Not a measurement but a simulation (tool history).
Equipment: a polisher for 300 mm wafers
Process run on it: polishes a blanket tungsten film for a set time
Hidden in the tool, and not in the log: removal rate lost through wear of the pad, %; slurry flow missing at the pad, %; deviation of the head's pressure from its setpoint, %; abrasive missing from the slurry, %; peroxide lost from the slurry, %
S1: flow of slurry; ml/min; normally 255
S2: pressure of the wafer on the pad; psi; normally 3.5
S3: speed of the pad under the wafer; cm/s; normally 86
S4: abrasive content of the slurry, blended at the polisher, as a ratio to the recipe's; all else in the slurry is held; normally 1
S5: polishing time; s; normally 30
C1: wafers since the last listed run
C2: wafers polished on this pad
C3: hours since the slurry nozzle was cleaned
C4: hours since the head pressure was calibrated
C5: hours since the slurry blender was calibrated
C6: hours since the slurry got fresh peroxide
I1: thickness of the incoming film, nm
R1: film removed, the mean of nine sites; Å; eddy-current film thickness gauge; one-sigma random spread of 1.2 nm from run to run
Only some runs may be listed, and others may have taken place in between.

run 1 day=0 | S1=185 S2=3.5 S3=66 S4=1 S5=30 | C1=0 C2=5 C3=503.7 C4=984.6 C5=275.5 C6=27.4 | I1=845 | R1=789
run 2 day=1.304 | S1=255 S2=3.5 S3=86 S4=1 S5=30 | C1=508 C2=514 C3=535 C4=1015.9 C5=306.8 C6=58.7 | I1=841.6 | R1=1005
run 3 day=1.562 | S1=255 S2=3.5 S3=86 S4=1 S5=30 | C1=100 C2=615 C3=541.2 C4=1022.1 C5=313 C6=64.9 | I1=855.9 | R1=1000
run 4 day=2.296 | S1=255 S2=3.5 S3=86 S4=1 S5=30 | C1=286 C2=901 C3=558.8 C4=1039.7 C5=330.6 C6=82.5 | I1=829.3 | R1=1003
run 5 day=3.017 | S1=310 S2=3.5 S3=86 S4=1 S5=30 | C1=281 C2=1182 C3=576.1 C4=1057 C5=347.9 C6=99.8 | I1=839 | R1=1013
run 6 day=3.304 | S1=310 S2=3.5 S3=86 S4=1 S5=30 | C1=112 C2=1294 C3=583 C4=1063.9 C5=354.8 C6=106.7 | I1=832.7 | R1=1021
run 7 day=3.812 | S1=310 S2=3.5 S3=86 S4=1 S5=30 | C1=198 C2=1492 C3=595.2 C4=1076.1 C5=367 C6=118.9 | I1=850.3 | R1=995
-- day=4.421 worn pad replaced by a new one
-- day=4.429 slurry tank refilled with fresh slurry and peroxide
run 8 day=4.45 | S1=255 S2=3.5 S3=86 S4=1 S5=30 | C1=180 C2=8 C3=610.5 C4=1091.4 C5=382.3 C6=0.5 | I1=840.4 | R1=1047
run 9 day=4.692 | S1=310 S2=3.5 S3=86 S4=1 S5=30 | C1=94 C2=102 C3=616.3 C4=1097.2 C5=388.1 C6=6.3 | I1=834.1 | R1=1075
-- day=5.15 slurry nozzle cleaned
run 10 day=5.258 | S1=280 S2=4.1 S3=86 S4=1.2 S5=39 | C1=204 C2=307 C3=2.6 C4=1110.8 C5=401.7 C6=19.9 | I1=843 | R1=1605
run 11 day=5.804 | S1=255 S2=3.5 S3=104 S4=1.15 S5=36 | C1=212 C2=520 C3=15.7 C4=1123.9 C5=414.8 C6=33 | I1=838 | R1=1486
run 12 day=6.075 | S1=255 S2=3.5 S3=86 S4=1.25 S5=30 | C1=105 C2=626 C3=22.2 C4=1130.4 C5=421.3 C6=39.5 | I1=838.8 | R1=1063
run 13 day=6.683 | S1=255 S2=2.9 S3=86 S4=0.85 S5=30 | C1=237 C2=863 C3=36.8 C4=1145 C5=435.9 C6=54.1 | I1=840.1 | R1=800
run 14 day=7.021 | S1=255 S2=3.5 S3=86 S4=1.15 S5=39 | C1=131 C2=995 C3=44.9 C4=1153.1 C5=444 C6=62.2 | I1=845.5 | R1=1364
run 15 day=7.592 | S1=205 S2=3.5 S3=86 S4=1 S5=35 | C1=222 C2=1217 C3=58.6 C4=1166.8 C5=457.7 C6=75.9 | I1=849 | R1=1106
run 16 day=7.85 | S1=255 S2=3.5 S3=86 S4=1 S5=30 | C1=100 C2=1318 C3=64.8 C4=1173 C5=463.9 C6=82.1 | I1=839.3 | R1=991
run 17 day=8.588 | S1=255 S2=2.4 S3=110 S4=0.85 S5=30 | C1=287 C2=1606 C3=82.5 C4=1190.7 C5=481.6 C6=99.8 | I1=836.7 | R1=832
-- day=8.908 slurry blender recalibrated
-- day=9.3 worn pad replaced by a new one
run 18 day=9.321 | S1=255 S2=3.5 S3=86 S4=1 S5=30 | C1=188 C2=8 C3=100.1 C4=1208.3 C5=9.9 C6=117.4 | I1=843.9 | R1=1050
-- day=9.517 head pressure recalibrated
run 19 day=10 | S1=255 S2=3.5 S3=96 S4=0.75 S5=37 | C1=232 C2=241 C3=116.4 C4=11.6 C5=26.2 C6=133.7 | I1=835.9 | R1=1352
run 20 day=10.646 | S1=255 S2=3.5 S3=86 S4=0.85 S5=26 | C1=251 C2=493 C3=131.9 C4=27.1 C5=41.7 C6=149.2 | I1=839.9 | R1=840
-- day=11.142 slurry tank refilled with fresh slurry and peroxide
run 21 day=11.246 | S1=180 S2=3.5 S3=86 S4=0.7 S5=38 | C1=217 C2=711 C3=146.3 C4=41.5 C5=56.1 C6=2.5 | I1=855.9 | R1=1122
run 22 day=11.583 | S1=255 S2=4.6 S3=62 S4=1 S5=30 | C1=131 C2=842 C3=154.4 C4=49.6 C5=64.2 C6=10.6 | I1=835.4 | R1=939
run 23 day=12.242 | S1=255 S2=3.5 S3=76 S4=1 S5=30 | C1=256 C2=1099 C3=170.2 C4=65.4 C5=80 C6=26.4 | I1=842.3 | R1=881
run 24 day=14.075 | S1=255 S2=3.5 S3=86 S4=1 S5=30 | C1=715 C2=1814 C3=214.2 C4=109.4 C5=124 C6=70.4 | I1=829 | R1=972
-- day=14.279 worn pad replaced by a new one
run 25 day=14.358 | S1=335 S2=4.6 S3=98 S4=0.85 S5=30 | C1=45 C2=31 C3=221 C4=116.2 C5=130.8 C6=77.2 | I1=854.1 | R1=1533
run 26 day=14.642 | S1=255 S2=3.5 S3=98 S4=1 S5=34 | C1=110 C2=141 C3=227.8 C4=123 C5=137.6 C6=84 | I1=832.2 | R1=1333
run 27 day=15.204 | S1=255 S2=4.6 S3=86 S4=1 S5=30 | C1=219 C2=361 C3=241.3 C4=136.5 C5=151.1 C6=97.5 | I1=848.2 | R1=1361

Below are 4 alternative next runs, each starting from the tool's condition after run 27. Predict each:
run A day=15.221 | S1=255 S2=3.5 S3=86 S4=1.3 S5=30 | C1=6 C2=367 C3=241.7 C4=136.9 C5=151.5 C6=97.9 | I1=839 | R1=?
run B day=15.221 | S1=320 S2=4.6 S3=86 S4=1 S5=30 | C1=6 C2=367 C3=241.7 C4=136.9 C5=151.5 C6=97.9 | I1=839 | R1=?
run C day=15.221 | S1=330 S2=3.5 S3=86 S4=0.75 S5=30 | C1=6 C2=367 C3=241.7 C4=136.9 C5=151.5 C6=97.9 | I1=839 | R1=?
run D day=15.221 | S1=255 S2=3.5 S3=58 S4=1 S5=39 | C1=6 C2=367 C3=241.7 C4=136.9 C5=151.5 C6=97.9 | I1=839 | R1=?

run=A R1=1088
run=B R1=1370
run=C R1=978
run=D R1=896
With the hidden condition removed and each run's random variation left untouched, the same runs would have given:
run=A R1=1133
run=B R1=1426
run=C R1=1018
run=D R1=933
